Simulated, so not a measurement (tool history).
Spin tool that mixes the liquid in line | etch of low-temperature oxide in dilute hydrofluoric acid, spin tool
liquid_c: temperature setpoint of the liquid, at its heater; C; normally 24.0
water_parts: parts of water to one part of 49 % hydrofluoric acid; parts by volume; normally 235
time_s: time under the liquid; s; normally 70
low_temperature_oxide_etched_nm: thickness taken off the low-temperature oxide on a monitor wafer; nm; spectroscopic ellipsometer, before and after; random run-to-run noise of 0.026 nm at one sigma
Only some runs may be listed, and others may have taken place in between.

run    hour  liquid_c  water_parts  time_s  wafers since the last listed run  hours since the thermometer was replaced  hours since the hydrofluoric acid flow meter was replaced  hours since the gauge calibration  read-back film thickness of the low-temperature oxide reference wafer, read on the same gauge (nm)  low_temperature_oxide_etched_nm
  1     0.0      24.0          235      70                                 0                                     506.3                                                      874.1                             2226.9                                                                                             140.000                            4.021
  2    53.0      24.0          235      70                               508                                     559.3                                                      927.1                             2279.9                                                                                             140.046                            3.983
  3    93.9      24.0          235      70                               392                                     600.2                                                      968.0                             2320.8                                                                                             140.027                            3.938
      131.8  -- gauge calibrated
  4   158.7      24.0          235      70                               621                                     665.0                                                     1032.8                               26.9                                                                                             140.034                            3.975
  5   221.6      24.0          235      70                               603                                     727.9                                                     1095.7                               89.8                                                                                             139.971                            3.973
  6   269.5      21.5          235      70                               459                                     775.8                                                     1143.6                              137.7                                                                                             139.970                            3.608
  7   309.5      21.5          235      70                               383                                     815.8                                                     1183.6                              177.7                                                                                             140.018                            3.559
  8   339.7      21.5          235      70                               289                                     846.0                                                     1213.8                              207.9                                                                                             139.981                            3.552
  9   404.4      24.0          235      85                               620                                     910.7                                                     1278.5                              272.6                                                                                             140.003                            4.723
 10   463.9      24.0          235      85                               570                                     970.2                                                     1338.0                              332.1                                                                                             139.986                            4.786
 11   521.4      24.0          235      85                               551                                    1027.7                                                     1395.5                              389.6                                                                                             140.008                            4.661
      551.6  -- thermometer replaced
 12   559.2      21.0          165      60                               353                                       7.6                                                     1433.3                              427.4                                                                                             139.974                            4.839
 13   602.0      24.0          195      70                               410                                      50.4                                                     1476.1                              470.2                                                                                             139.992                            5.175
 14   645.6      24.0          235      70                               418                                      94.0                                                     1519.7                              513.8                                                                                             139.993                            4.099
 15   693.0      24.0          235      70                               454                                     141.4                                                     1567.1                              561.2                                                                                             140.017                            4.087
 16   760.7      22.5          235      70                               649                                     209.1                                                     1634.8                              628.9                                                                                             139.968                            3.852
 17   791.9      20.5          235      40                               299                                     240.3                                                     1666.0                              660.1                                                                                             140.000                            2.023
 18   855.6      28.0          330     105                               611                                     304.0                                                     1729.7                              723.8                                                                                             140.029                            4.504
 19   887.9      28.5          280     105                               309                                     336.3                                                     1762.0                              756.1                                                                                             140.010                            5.665
 20   940.1      27.0          300      70                               500                                     388.5                                                     1814.2                              808.3                                                                                             139.967                            3.289
 21  1041.7      27.5          275      50                               974                                     490.1                                                     1915.8                              909.9                                                                                             139.998                            2.666
     1097.1  -- hydrofluoric acid flow meter replaced
 22  1106.4      24.0          235      70                               611                                     554.8                                                        9.3                              974.6                                                                                             140.037                            3.995
 23  1154.2      27.5          135      30                               458                                     602.6                                                       57.1                             1022.4                                                                                             139.983                            3.728
 24  1182.0      20.5          235     100                               266                                     630.4                                                       84.9                             1050.2                                                                                             140.004                            4.936
 25  1337.7      20.5          280      70                              1493                                     786.1                                                      240.6                             1205.9                                                                                             140.009                            2.756
 26  1402.7      21.5          160      85                               623                                     851.1                                                      305.6                             1270.9                                                                                             139.968                            6.852
 27  1436.9      26.5          280      40                               328                                     885.3                                                      339.8                             1305.1                                                                                             140.011                            1.954
 28  1488.2      22.0          290      95                               492                                     936.6                                                      391.1                             1356.4                                                                                             140.030                            3.786
 29  1551.4      21.5          335      35                               606                                     999.8                                                      454.3                             1419.6                                                                                             139.968                            1.127
 30  1589.8      21.0          315      55                               368                                    1038.2                                                      492.7                             1458.0                                                                                             140.034                            1.876
 31  1616.3      28.0          340      90                               254                                    1064.7                                                      519.2                             1484.5                                                                                             140.008                            3.537
 32  1666.3      27.5          295      50                               479                                    1114.7                                                      569.2                             1534.5                                                                                             139.969                            2.353
     1690.0  -- thermometer replaced
 33  1695.3      24.0          235      70                               268                                       5.3                                                      598.2                             1563.5                                                                                             140.010                            4.190

Subtracting, for every run, the result it would have given without the tool's unlogged condition from the measured result gives the following. The same run-to-run variation enters both numbers; the gauge's scatter may not:
Unlogged tool condition in this case: liquid colder than its thermometer reads (K); hydrofluoric acid flow above the setpoint (%); gauge reads high (%).
run  low_temperature_oxide_etched_nm
  1                           -0.164
  2                           -0.176
  3                           -0.187
  4                           -0.204
  5                           -0.222
  6                           -0.219
  7                           -0.227
  8                           -0.232
  9                           -0.321
 10                           -0.346
 11                           -0.353
 12                           -0.046
 13                           -0.062
 14                           -0.058
 15                           -0.072
 16                           -0.085
 17                           -0.050
 18                           -0.113
 19                           -0.156
 20                           -0.101
 21                           -0.100
 22                           -0.176
 23                           -0.182
 24                           -0.253
 25                           -0.167
 26                           -0.474
 27                           -0.122
 28                           -0.263
 29                           -0.082
 30                           -0.143
 31                           -0.248
 32                           -0.178
 33                           -0.008
